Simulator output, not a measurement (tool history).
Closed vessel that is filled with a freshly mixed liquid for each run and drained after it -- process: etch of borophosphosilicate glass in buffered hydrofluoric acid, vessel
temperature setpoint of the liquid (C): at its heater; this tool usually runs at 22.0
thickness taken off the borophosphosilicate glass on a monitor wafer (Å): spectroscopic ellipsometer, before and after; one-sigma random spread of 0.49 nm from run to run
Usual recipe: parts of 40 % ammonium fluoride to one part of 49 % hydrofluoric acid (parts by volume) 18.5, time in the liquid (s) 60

| run | hour | temperature setpoint of the liquid (C) | parts of 40 % ammonium fluoride to one part of 49 % hydrofluoric acid (parts by volume) | time in the liquid (s) | read-back film thickness of the borophosphosilicate glass reference wafer, read on the same gauge (nm) | thickness taken off the borophosphosilicate glass on a monitor wafer (Å) |
|---|---|---|---|---|---|---|
| 1 | 0.0 | 23.5 | 18.5 | 60 | 140.02 | 782.2 |
| 2 | 102.7 | 23.5 | 18.5 | 60 | 140.02 | 777.6 |
| 3 | 160.9 | 23.5 | 18.5 | 60 | 140.02 | 755.6 |
|  | 167.0 | hydrofluoric acid flow meter replaced |
| 4 | 255.2 | 22.0 | 18.5 | 60 | 140.01 | 712.7 |
|  | 336.2 | gauge calibrated |
| 5 | 359.3 | 22.0 | 18.5 | 50 | 140.00 | 592.5 |
| 6 | 395.5 | 22.0 | 18.5 | 50 | 140.05 | 590.7 |
| 7 | 471.2 | 22.0 | 18.5 | 60 | 139.96 | 705.1 |
| 8 | 567.2 | 22.0 | 18.5 | 60 | 140.00 | 693.7 |
| 9 | 621.5 | 22.0 | 18.5 | 60 | 140.02 | 687.8 |
|  | 655.5 | hydrofluoric acid flow meter replaced |
| 10 | 662.8 | 22.0 | 18.5 | 60 | 140.03 | 717.0 |
| 11 | 746.0 | 25.5 | 18.5 | 60 | 140.04 | 854.4 |
| 12 | 799.8 | 22.0 | 18.5 | 35 | 139.98 | 405.6 |
| 13 | 899.9 | 22.0 | 18.5 | 60 | 139.98 | 688.4 |
| 14 | 998.9 | 26.0 | 18.5 | 45 | 139.96 | 638.4 |
| 15 | 1035.9 | 22.0 | 15.0 | 60 | 139.99 | 845.2 |
|  | 1217.9 | hydrofluoric acid flow meter replaced |
| 16 | 1329.6 | 22.0 | 21.0 | 40 | 140.01 | 409.9 |
|  | 1520.4 | gauge calibrated |
|  | 1567.3 | thermometer replaced |
| 17 | 1643.4 | 22.0 | 18.5 | 60 | 139.96 | 750.1 |
| 18 | 1718.6 | 25.0 | 13.5 | 35 | 140.00 | 706.9 |
| 19 | 1759.5 | 23.5 | 13.5 | 80 | 139.99 | 1469.1 |
|  | 1761.7 | hydrofluoric acid flow meter replaced |
| 20 | 1967.6 | 24.5 | 24.0 | 60 | 140.03 | 711.5 |
| 21 | 2043.9 | 22.0 | 18.5 | 60 | 139.99 | 744.0 |

For some of the steps in thickness taken off the borophosphosilicate glass on a monitor wafer (Å) from one run to the next: how much would appear even if the tool had no hidden state, given the settings, what came in and random variation, and how much remains for the hidden state plus any gauge scatter that the measured result and the result without hidden state don't share?
Hidden state at play: liquid colder than its thermometer reads (K); hydrofluoric acid flow below the setpoint (%); gauge reads high (%).
Run 15 -> 16: parts of 40 % ammonium fluoride to one part of 49 % hydrofluoric acid (parts by volume) 15.0 -> 21.0, time in the liquid (s) 60 -> 40, hydrofluoric acid flow meter replaced. thickness taken off the borophosphosilicate glass on a monitor wafer (Å) -435.3: hidden state +69.5, all else -504.8.
Run 18 -> 19: temperature setpoint of the liquid (C) 25.0 -> 23.5, time in the liquid (s) 35 -> 80. thickness taken off the borophosphosilicate glass on a monitor wafer (Å) +762.2: hidden state -42.5, all else +804.7.
Run 19 -> 20: temperature setpoint of the liquid (C) 23.5 -> 24.5, parts of 40 % ammonium fluoride to one part of 49 % hydrofluoric acid (parts by volume) 13.5 -> 24.0, time in the liquid (s) 80 -> 60, hydrofluoric acid flow meter replaced. thickness taken off the borophosphosilicate glass on a monitor wafer (Å) -757.6: hidden state +49.0, all else -806.6.

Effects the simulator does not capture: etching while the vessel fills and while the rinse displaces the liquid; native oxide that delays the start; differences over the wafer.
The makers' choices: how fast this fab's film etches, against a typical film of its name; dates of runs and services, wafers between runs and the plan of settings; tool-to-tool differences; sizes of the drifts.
